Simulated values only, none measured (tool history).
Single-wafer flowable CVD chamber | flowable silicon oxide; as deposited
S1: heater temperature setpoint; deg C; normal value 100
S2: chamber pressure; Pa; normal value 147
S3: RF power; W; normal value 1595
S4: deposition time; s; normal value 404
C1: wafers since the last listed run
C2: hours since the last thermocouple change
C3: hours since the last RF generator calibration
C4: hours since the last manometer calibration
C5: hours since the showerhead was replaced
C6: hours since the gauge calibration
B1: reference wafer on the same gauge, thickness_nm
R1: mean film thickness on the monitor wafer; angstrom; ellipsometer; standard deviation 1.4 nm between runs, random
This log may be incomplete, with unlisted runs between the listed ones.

Run 1, hour 0: usual settings; C1 0; C2 999; C3 2020.6; C4 2062.5; C5 4530.5; C6 164.3; B1 387.925. Result: R1 3302.24 angstrom.
Run 2, hour 8.1: usual settings; C1 29; C2 1007.1; C3 2028.7; C4 2070.6; C5 4538.6; C6 172.4; B1 388.075. Result: R1 3292.34 angstrom.
Run 3, hour 15.3: usual settings; C1 25; C2 1014.3; C3 2035.9; C4 2077.8; C5 4545.8; C6 179.6; B1 388.021. Result: R1 3295.73 angstrom.
Run 4, hour 30.1: usual settings but S2 159 Pa; C1 53; C2 1029.1; C3 2050.7; C4 2092.6; C5 4560.6; C6 194.4; B1 387.434. Result: R1 3543.21 angstrom.
Run 5, hour 40: usual settings but S2 159 Pa; C1 35; C2 1039; C3 2060.6; C4 2102.5; C5 4570.5; C6 204.3; B1 387.902. Result: R1 3580 angstrom.
Run 6, hour 56.2: usual settings; C1 58; C2 1055.2; C3 2076.8; C4 2118.7; C5 4586.7; C6 220.5; B1 387.927. Result: R1 3281.16 angstrom.
At hour 68.1: thermocouple changed; heater temperature recalibrated.
Run 7, hour 68.6: usual settings but S1 111 deg C; C1 15; C2 0.5; C3 2089.2; C4 2131.1; C5 4599.1; C6 232.9; B1 388.108. Result: R1 2221.77 angstrom.
Run 8, hour 76.5: usual settings but S4 451 s; C1 28; C2 8.4; C3 2097.1; C4 2139; C5 4607; C6 240.8; B1 388.18. Result: R1 3506.14 angstrom.
Run 9, hour 88.2: usual settings but S4 451 s; C1 42; C2 20.1; C3 2108.8; C4 2150.7; C5 4618.7; C6 252.5; B1 388.46. Result: R1 3452.82 angstrom.
Run 10, hour 103.4: usual settings; C1 54; C2 35.3; C3 2124; C4 2165.9; C5 4633.9; C6 267.7; B1 387.801. Result: R1 3127.36 angstrom.
At hour 118.9: showerhead replaced.
At hour 122.6: capacitance manometer re-zeroed and calibrated.
Run 11, hour 123.1: usual settings; C1 28; C2 55; C3 2143.7; C4 0.5; C5 4.2; C6 287.4; B1 388.032. Result: R1 3458.66 angstrom.
Run 12, hour 128.5: usual settings; C1 19; C2 60.4; C3 2149.1; C4 5.9; C5 9.6; C6 292.8; B1 388.312. Result: R1 3454.66 angstrom.
Run 13, hour 144: usual settings but S2 113 Pa; C1 55; C2 75.9; C3 2164.6; C4 21.4; C5 25.1; C6 308.3; B1 387.977. Result: R1 2701.9 angstrom.
Run 14, hour 151.5: usual settings but S1 92 deg C; C1 26; C2 83.4; C3 2172.1; C4 28.9; C5 32.6; C6 315.8; B1 387.988. Result: R1 4428.46 angstrom.
Run 15, hour 162.9: usual settings but S1 88 deg C, S2 133 Pa, S3 1815 W; C1 40; C2 94.8; C3 2183.5; C4 40.3; C5 44; C6 327.2; B1 388.159. Result: R1 4759.73 angstrom.
Run 16, hour 178.6: usual settings but S1 86 deg C, S2 133 Pa, S3 1330 W; C1 56; C2 110.5; C3 2199.2; C4 56; C5 59.7; C6 342.9; B1 387.866. Result: R1 4623.4 angstrom.
Run 17, hour 193.8: usual settings; C1 54; C2 125.7; C3 2214.4; C4 71.2; C5 74.9; C6 358.1; B1 388.048. Result: R1 3458.13 angstrom.
Run 18, hour 201.4: usual settings but S2 176 Pa, S3 1295 W, S4 344 s; C1 27; C2 133.3; C3 2222; C4 78.8; C5 82.5; C6 365.7; B1 388.397. Result: R1 3287.06 angstrom.
Run 19, hour 217.4: usual settings but S3 1690 W; C1 57; C2 149.3; C3 2238; C4 94.8; C5 98.5; C6 381.7; B1 387.843. Result: R1 3506.03 angstrom.
Run 20, hour 234.4: usual settings; C1 61; C2 166.3; C3 2255; C4 111.8; C5 115.5; C6 398.7; B1 388.165. Result: R1 3458.15 angstrom.
At hour 251.4: gauge calibrated.
At hour 259.6: RF generator calibrated.
Run 21, hour 268.6: usual settings; C1 94; C2 200.5; C3 9; C4 146; C5 149.7; C6 17.2; B1 388.314. Result: R1 3474.67 angstrom.
Run 22, hour 285.1: usual settings but S1 93 deg C, S3 1730 W, S4 370 s; C1 59; C2 217; C3 25.5; C4 162.5; C5 166.2; C6 33.7; B1 387.873. Result: R1 4045.26 angstrom.
Run 23, hour 300: usual settings but S1 95 deg C, S2 124 Pa; C1 53; C2 231.9; C3 40.4; C4 177.4; C5 181.1; C6 48.6; B1 388.203. Result: R1 3440.78 angstrom.
Run 24, hour 308.8: usual settings but S1 93 deg C, S2 119 Pa, S3 1805 W, S4 335 s; C1 31; C2 240.7; C3 49.2; C4 186.2; C5 189.9; C6 57.4; B1 387.856. Result: R1 3005.02 angstrom.
Run 25, hour 322.4: usual settings but S1 114 deg C, S2 157 Pa, S3 1715 W, S4 353 s; C1 48; C2 254.3; C3 62.8; C4 199.8; C5 203.5; C6 71; B1 388.3. Result: R1 2123.12 angstrom.
Run 26, hour 332.4: usual settings but S1 110 deg C, S4 448 s; C1 35; C2 264.3; C3 72.8; C4 209.8; C5 213.5; C6 81; B1 388.254. Result: R1 2785.97 angstrom.
Run 27, hour 340.6: usual settings but S1 93 deg C, S2 175 Pa, S4 370 s; C1 29; C2 272.5; C3 81; C4 218; C5 221.7; C6 89.2; B1 388.64. Result: R1 4662.15 angstrom.
Run 28, hour 350.7: usual settings but S2 175 Pa, S4 324 s; C1 36; C2 282.6; C3 91.1; C4 228.1; C5 231.8; C6 99.3; B1 388.013. Result: R1 3284.28 angstrom.
Run 29, hour 366.5: usual settings; C1 56; C2 298.4; C3 106.9; C4 243.9; C5 247.6; C6 115.1; B1 387.849. Result: R1 3480.78 angstrom.

What would each run have given without the hidden state, its run-to-run variation left as it was?
Hidden state present: wafer temperature above the value expected at the setpoint (K); delivered RF power above the setpoint (%); true pressure above the setpoint (%); gauge reads high (%).
run       R1
  1  3484.93
  2  3475.02
  3  3479.06
  4  3730.74
  5  3769.84
  6  3466.27
  7  2473.49
  8  3909.11
  9  3854.23
 10   3496.3
 11  3475.33
 12  3471.23
 13  2713.73
 14  4448.53
 15  4774.54
 16  4637.74
 17  3473.31
 18  3302.81
 19  3520.74
 20  3472.13
 21  3487.51
 22  4058.87
 23   3450.6
 24  3013.49
 25  2128.46
 26  2793.31
 27  4674.65
 28     3293
 29  3489.22
